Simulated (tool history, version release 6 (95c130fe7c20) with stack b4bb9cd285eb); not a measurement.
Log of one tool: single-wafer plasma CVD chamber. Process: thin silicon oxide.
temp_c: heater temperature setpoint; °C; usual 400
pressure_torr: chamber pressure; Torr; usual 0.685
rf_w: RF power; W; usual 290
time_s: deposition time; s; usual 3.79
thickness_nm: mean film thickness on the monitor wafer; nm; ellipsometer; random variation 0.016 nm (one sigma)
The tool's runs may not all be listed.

| run | hour | temp_c | pressure_torr | rf_w | time_s | read-back reference wafer on the same gauge, thickness_nm | thickness_nm |
|---|---|---|---|---|---|---|---|
| 1 | 0.0 | 400 | 0.685 | 290 | 3.79 | 6.831 | 6.332 |
| 2 | 19.7 | 409 | 0.685 | 260 | 3.79 | 6.835 | 6.106 |
| 3 | 35.8 | 409 | 0.685 | 260 | 3.79 | 6.830 | 6.116 |
| 4 | 49.5 | 409 | 0.685 | 260 | 3.79 | 6.828 | 6.105 |
| 5 | 69.7 | 409 | 0.685 | 270 | 3.79 | 6.823 | 6.207 |
| 6 | 86.8 | 409 | 0.685 | 270 | 3.79 | 6.830 | 6.199 |
| 7 | 120.4 | 409 | 0.685 | 270 | 3.79 | 6.830 | 6.194 |
| 8 | 201.2 | 400 | 0.685 | 290 | 3.61 | 6.830 | 6.030 |
| 9 | 230.3 | 400 | 0.685 | 290 | 3.61 | 6.828 | 6.050 |
| 10 | 257.9 | 400 | 0.597 | 290 | 3.79 | 6.826 | 5.536 |
| 11 | 285.8 | 400 | 0.597 | 290 | 3.79 | 6.824 | 5.545 |
| 12 | 316.4 | 400 | 0.597 | 290 | 3.79 | 6.832 | 5.522 |
|  | 333.6 | thermocouple changed; heater temperature recalibrated |
| 13 | 421.4 | 400 | 0.586 | 290 | 3.79 | 6.831 | 5.442 |
|  | 436.2 | gauge calibrated |
|  | 440.1 | showerhead replaced |
| 14 | 442.7 | 400 | 0.586 | 290 | 3.79 | 6.825 | 5.421 |
| 15 | 475.7 | 411 | 0.765 | 290 | 4.33 | 6.827 | 8.009 |
| 16 | 496.0 | 400 | 0.685 | 290 | 3.42 | 6.825 | 5.763 |
| 17 | 513.4 | 400 | 0.685 | 290 | 3.79 | 6.833 | 6.351 |
| 18 | 545.4 | 400 | 0.685 | 255 | 3.79 | 6.831 | 6.118 |
|  | 554.2 | RF generator calibrated |
|  | 562.4 | capacitance manometer re-zeroed and calibrated |
| 19 | 571.7 | 387 | 0.811 | 245 | 3.79 | 6.831 | 7.148 |
| 20 | 584.9 | 400 | 0.685 | 290 | 3.79 | 6.832 | 6.373 |
| 21 | 615.7 | 400 | 0.594 | 290 | 3.21 | 6.831 | 4.653 |
| 22 | 630.3 | 400 | 0.781 | 235 | 3.79 | 6.833 | 6.756 |
| 23 | 650.2 | 406 | 0.685 | 260 | 3.79 | 6.826 | 6.117 |
| 24 | 674.7 | 400 | 0.685 | 235 | 3.44 | 6.830 | 5.427 |
| 25 | 707.6 | 400 | 0.685 | 290 | 3.79 | 6.827 | 6.358 |
| 26 | 742.3 | 385 | 0.841 | 290 | 4.23 | 6.828 | 8.659 |
| 27 | 777.8 | 400 | 0.685 | 290 | 3.79 | 6.826 | 6.366 |
| 28 | 810.2 | 400 | 0.685 | 290 | 3.79 | 6.827 | 6.347 |
| 29 | 835.3 | 400 | 0.816 | 290 | 3.79 | 6.825 | 7.538 |

Forecast each of these 3 alternatives for the next run:
| A | 835.7 | 412 | 0.685 | 290 | 3.79 | ? | ? |
| B | 835.7 | 388 | 0.583 | 260 | 4.18 | ? | ? |
| C | 835.7 | 392 | 0.515 | 235 | 4.11 | ? | ? |

| run | read-back reference wafer on the same gauge, thickness_nm | thickness_nm |
|---|---|---|
| A | 6.827 | 6.325 |
| B | 6.827 | 5.805 |
| C | 6.827 | 4.853 |
Without the tool's hidden state the same runs would have given:
| run | thickness_nm |
|---|---|
| A | 6.325 |
| B | 5.805 |
| C | 4.853 |
